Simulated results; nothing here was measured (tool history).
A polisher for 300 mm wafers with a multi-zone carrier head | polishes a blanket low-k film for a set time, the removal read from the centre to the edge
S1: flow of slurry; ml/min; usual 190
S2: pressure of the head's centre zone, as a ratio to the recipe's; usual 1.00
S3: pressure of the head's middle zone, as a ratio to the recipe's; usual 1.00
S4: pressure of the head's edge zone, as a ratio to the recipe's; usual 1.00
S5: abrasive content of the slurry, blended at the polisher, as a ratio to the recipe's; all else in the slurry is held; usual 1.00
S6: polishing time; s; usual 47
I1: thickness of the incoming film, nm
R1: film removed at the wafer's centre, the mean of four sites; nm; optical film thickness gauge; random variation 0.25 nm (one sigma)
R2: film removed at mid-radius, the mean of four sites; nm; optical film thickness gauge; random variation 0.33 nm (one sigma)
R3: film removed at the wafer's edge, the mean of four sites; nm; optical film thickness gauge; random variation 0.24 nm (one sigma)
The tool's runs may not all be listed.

run 1 hour=0.0 | S1=190 S2=1.00 S3=1.00 S4=1.00 S5=1.00 S6=47 | I1=660.0 | R1=24.8 R2=27.8 R3=27.6
-- hour=15.3 worn pad replaced by a new one
run 2 hour=22.1 | S1=190 S2=1.00 S3=1.00 S4=1.00 S5=1.00 S6=47 | I1=658.4 | R1=24.3 R2=28.0 R3=28.2
run 3 hour=37.1 | S1=190 S2=1.00 S3=1.00 S4=1.00 S5=1.00 S6=47 | I1=653.2 | R1=24.7 R2=27.8 R3=28.2
run 4 hour=49.1 | S1=190 S2=1.00 S3=1.00 S4=1.00 S5=1.00 S6=47 | I1=658.4 | R1=24.6 R2=27.7 R3=27.9
run 5 hour=75.9 | S1=190 S2=1.00 S3=1.00 S4=1.00 S5=1.00 S6=47 | I1=656.4 | R1=24.4 R2=27.6 R3=27.6
run 6 hour=98.0 | S1=190 S2=1.00 S3=1.00 S4=1.00 S5=1.00 S6=47 | I1=661.3 | R1=24.5 R2=26.9 R3=28.3
-- hour=117.9 worn pad replaced by a new one
run 7 hour=124.6 | S1=190 S2=1.00 S3=1.00 S4=1.00 S5=1.00 S6=47 | I1=670.4 | R1=23.7 R2=27.8 R3=28.0
run 8 hour=154.5 | S1=190 S2=1.00 S3=1.00 S4=1.00 S5=1.00 S6=47 | I1=645.5 | R1=23.7 R2=27.5 R3=27.7
run 9 hour=178.4 | S1=190 S2=1.00 S3=1.00 S4=1.00 S5=1.00 S6=47 | I1=646.7 | R1=23.7 R2=26.8 R3=27.9
-- hour=203.4 carrier head's membrane replaced by a new one
run 10 hour=207.5 | S1=190 S2=1.00 S3=1.00 S4=1.00 S5=1.00 S6=47 | I1=662.1 | R1=23.9 R2=27.9 R3=28.3
-- hour=230.9 edge zone pressure recalibrated
-- hour=234.4 worn pad replaced by a new one
run 11 hour=242.4 | S1=190 S2=1.00 S3=1.00 S4=1.05 S5=0.75 S6=47 | I1=649.7 | R1=21.9 R2=25.4 R3=26.3
run 12 hour=276.8 | S1=190 S2=1.11 S3=1.00 S4=1.07 S5=1.00 S6=47 | I1=661.1 | R1=25.9 R2=27.1 R3=28.2
-- hour=300.5 slurry nozzle cleaned
run 13 hour=310.1 | S1=190 S2=1.00 S3=1.00 S4=1.06 S5=1.00 S6=56 | I1=660.0 | R1=29.5 R2=33.9 R3=34.8
-- hour=320.8 centre zone pressure recalibrated
-- hour=341.4 worn pad replaced by a new one
run 14 hour=344.2 | S1=190 S2=1.00 S3=1.00 S4=1.00 S5=1.00 S6=53 | I1=660.9 | R1=31.5 R2=32.2 R3=32.5
run 15 hour=378.4 | S1=165 S2=1.00 S3=1.00 S4=1.03 S5=1.00 S6=35 | I1=657.2 | R1=20.5 R2=21.1 R3=21.6
run 16 hour=400.0 | S1=190 S2=1.00 S3=1.00 S4=1.00 S5=1.00 S6=47 | I1=658.0 | R1=27.5 R2=29.0 R3=28.7
run 17 hour=416.9 | S1=140 S2=1.00 S3=1.00 S4=1.06 S5=1.00 S6=47 | I1=663.5 | R1=26.1 R2=27.6 R3=28.7
run 18 hour=435.5 | S1=190 S2=1.00 S3=1.00 S4=0.94 S5=1.00 S6=47 | I1=649.3 | R1=27.6 R2=29.4 R3=27.5

Forecast each of these 3 alternatives for the next run:
run A hour=435.9 | S1=190 S2=1.00 S3=1.11 S4=1.00 S5=1.00 S6=47 | I1=658.8 | R1=? R2=? R3=?
run B hour=435.9 | S1=235 S2=1.00 S3=1.00 S4=1.00 S5=1.10 S6=47 | I1=658.8 | R1=? R2=? R3=?
run C hour=435.9 | S1=190 S2=0.93 S3=1.00 S4=0.90 S5=0.75 S6=35 | I1=658.8 | R1=? R2=? R3=?

run=A R1=27.9 R2=30.9 R3=28.6
run=B R1=29.6 R2=29.8 R3=30.1
run=C R1=17.9 R2=19.5 R3=18.8
Without the tool's hidden state the same runs would have given:
run=A R1=29.0 R2=31.4 R3=29.0
run=B R1=30.7 R2=30.2 R3=30.4
run=C R1=18.6 R2=19.8 R3=19.0

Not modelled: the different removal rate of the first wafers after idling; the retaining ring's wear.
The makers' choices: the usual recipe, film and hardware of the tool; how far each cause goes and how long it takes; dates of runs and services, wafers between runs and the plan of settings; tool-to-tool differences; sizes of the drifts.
